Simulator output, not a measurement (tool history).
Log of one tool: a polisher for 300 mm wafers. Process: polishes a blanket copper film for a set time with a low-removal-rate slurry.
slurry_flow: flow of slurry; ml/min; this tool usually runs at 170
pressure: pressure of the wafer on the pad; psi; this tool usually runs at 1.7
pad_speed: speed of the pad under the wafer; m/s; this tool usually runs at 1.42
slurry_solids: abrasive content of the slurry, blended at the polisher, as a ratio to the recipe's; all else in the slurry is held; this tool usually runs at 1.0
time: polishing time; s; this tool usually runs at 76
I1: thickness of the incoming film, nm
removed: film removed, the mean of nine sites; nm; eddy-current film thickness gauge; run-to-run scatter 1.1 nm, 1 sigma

{"run": 1, "hour": 0.0, "slurry_flow": 170, "pressure": 1.7, "pad_speed": 1.42, "slurry_solids": 1.0, "time": 76, "I1": 873.7, "removed": 149.9}
{"hour": 41.4, "done": "worn pad replaced by a new one"}
{"run": 2, "hour": 41.9, "slurry_flow": 170, "pressure": 1.7, "pad_speed": 1.42, "slurry_solids": 1.0, "time": 76, "I1": 891.3, "removed": 150.7}
{"run": 3, "hour": 105.6, "slurry_flow": 170, "pressure": 1.7, "pad_speed": 1.42, "slurry_solids": 1.0, "time": 76, "I1": 881.2, "removed": 150.6}
{"hour": 123.4, "done": "slurry nozzle cleaned"}
{"run": 4, "hour": 145.8, "slurry_flow": 170, "pressure": 1.7, "pad_speed": 1.42, "slurry_solids": 1.0, "time": 76, "I1": 887.1, "removed": 150.3}
{"run": 5, "hour": 192.4, "slurry_flow": 170, "pressure": 1.7, "pad_speed": 1.42, "slurry_solids": 1.0, "time": 76, "I1": 889.6, "removed": 147.4}
{"run": 6, "hour": 223.1, "slurry_flow": 170, "pressure": 1.7, "pad_speed": 1.42, "slurry_solids": 1.0, "time": 76, "I1": 899.5, "removed": 148.0}
{"hour": 245.3, "done": "head pressure recalibrated"}
{"run": 7, "hour": 272.9, "slurry_flow": 170, "pressure": 1.7, "pad_speed": 1.42, "slurry_solids": 1.0, "time": 76, "I1": 893.5, "removed": 149.1}
{"run": 8, "hour": 332.1, "slurry_flow": 170, "pressure": 1.5, "pad_speed": 1.42, "slurry_solids": 1.0, "time": 76, "I1": 884.0, "removed": 134.1}
{"hour": 349.6, "done": "worn pad replaced by a new one"}
{"run": 9, "hour": 374.0, "slurry_flow": 170, "pressure": 1.5, "pad_speed": 1.42, "slurry_solids": 1.0, "time": 76, "I1": 885.9, "removed": 135.4}
{"hour": 387.7, "done": "slurry blender recalibrated, repeated, since the last time left the tool worse"}
{"run": 10, "hour": 436.6, "slurry_flow": 170, "pressure": 1.5, "pad_speed": 1.42, "slurry_solids": 1.0, "time": 76, "I1": 891.4, "removed": 147.3}
{"run": 11, "hour": 473.9, "slurry_flow": 115, "pressure": 1.7, "pad_speed": 1.42, "slurry_solids": 1.0, "time": 59, "I1": 888.1, "removed": 116.3}
{"run": 12, "hour": 519.5, "slurry_flow": 170, "pressure": 1.7, "pad_speed": 1.42, "slurry_solids": 1.0, "time": 76, "I1": 877.2, "removed": 159.5}
{"run": 13, "hour": 548.5, "slurry_flow": 170, "pressure": 1.1, "pad_speed": 1.68, "slurry_solids": 1.0, "time": 76, "I1": 876.6, "removed": 139.4}
{"run": 14, "hour": 588.9, "slurry_flow": 170, "pressure": 1.7, "pad_speed": 1.42, "slurry_solids": 1.0, "time": 53, "I1": 887.4, "removed": 110.5}
{"hour": 647.4, "done": "slurry nozzle cleaned"}
{"run": 15, "hour": 651.9, "slurry_flow": 115, "pressure": 1.7, "pad_speed": 1.42, "slurry_solids": 1.0, "time": 59, "I1": 873.0, "removed": 113.0}
{"run": 16, "hour": 685.3, "slurry_flow": 170, "pressure": 1.7, "pad_speed": 1.42, "slurry_solids": 1.0, "time": 76, "I1": 906.3, "removed": 156.2}
{"hour": 698.2, "done": "worn pad replaced by a new one"}
{"run": 17, "hour": 747.4, "slurry_flow": 115, "pressure": 1.7, "pad_speed": 1.42, "slurry_solids": 1.0, "time": 76, "I1": 876.9, "removed": 147.1}
{"hour": 789.1, "done": "head pressure recalibrated"}
{"run": 18, "hour": 809.6, "slurry_flow": 170, "pressure": 1.7, "pad_speed": 1.42, "slurry_solids": 1.0, "time": 76, "I1": 890.9, "removed": 158.4}
{"run": 19, "hour": 847.0, "slurry_flow": 170, "pressure": 1.7, "pad_speed": 1.42, "slurry_solids": 1.1, "time": 76, "I1": 901.8, "removed": 160.1}
{"hour": 853.1, "done": "slurry blender recalibrated"}
{"run": 20, "hour": 883.2, "slurry_flow": 170, "pressure": 1.7, "pad_speed": 1.42, "slurry_solids": 1.0, "time": 76, "I1": 880.3, "removed": 160.4}
{"run": 21, "hour": 919.9, "slurry_flow": 170, "pressure": 1.7, "pad_speed": 1.42, "slurry_solids": 1.0, "time": 76, "I1": 888.1, "removed": 163.2}
{"run": 22, "hour": 963.2, "slurry_flow": 170, "pressure": 1.7, "pad_speed": 1.42, "slurry_solids": 1.0, "time": 76, "I1": 887.9, "removed": 160.0}
{"run": 23, "hour": 1000.1, "slurry_flow": 170, "pressure": 1.7, "pad_speed": 1.42, "slurry_solids": 1.0, "time": 76, "I1": 884.7, "removed": 161.6}

Forecast run 24:
{"hour": 1036.2, "done": "worn pad replaced by a new one"}
{"run": 24, "hour": 1060.5, "slurry_flow": 190, "pressure": 1.9, "pad_speed": 1.14, "slurry_solids": 1.0, "time": 83, "I1": 883.3, "removed": "?"}

Run 24 yielded removed 152.2 nm.
On a tool with no hidden condition, and with the same random variation, this run would have come out at removed 156.0 nm.

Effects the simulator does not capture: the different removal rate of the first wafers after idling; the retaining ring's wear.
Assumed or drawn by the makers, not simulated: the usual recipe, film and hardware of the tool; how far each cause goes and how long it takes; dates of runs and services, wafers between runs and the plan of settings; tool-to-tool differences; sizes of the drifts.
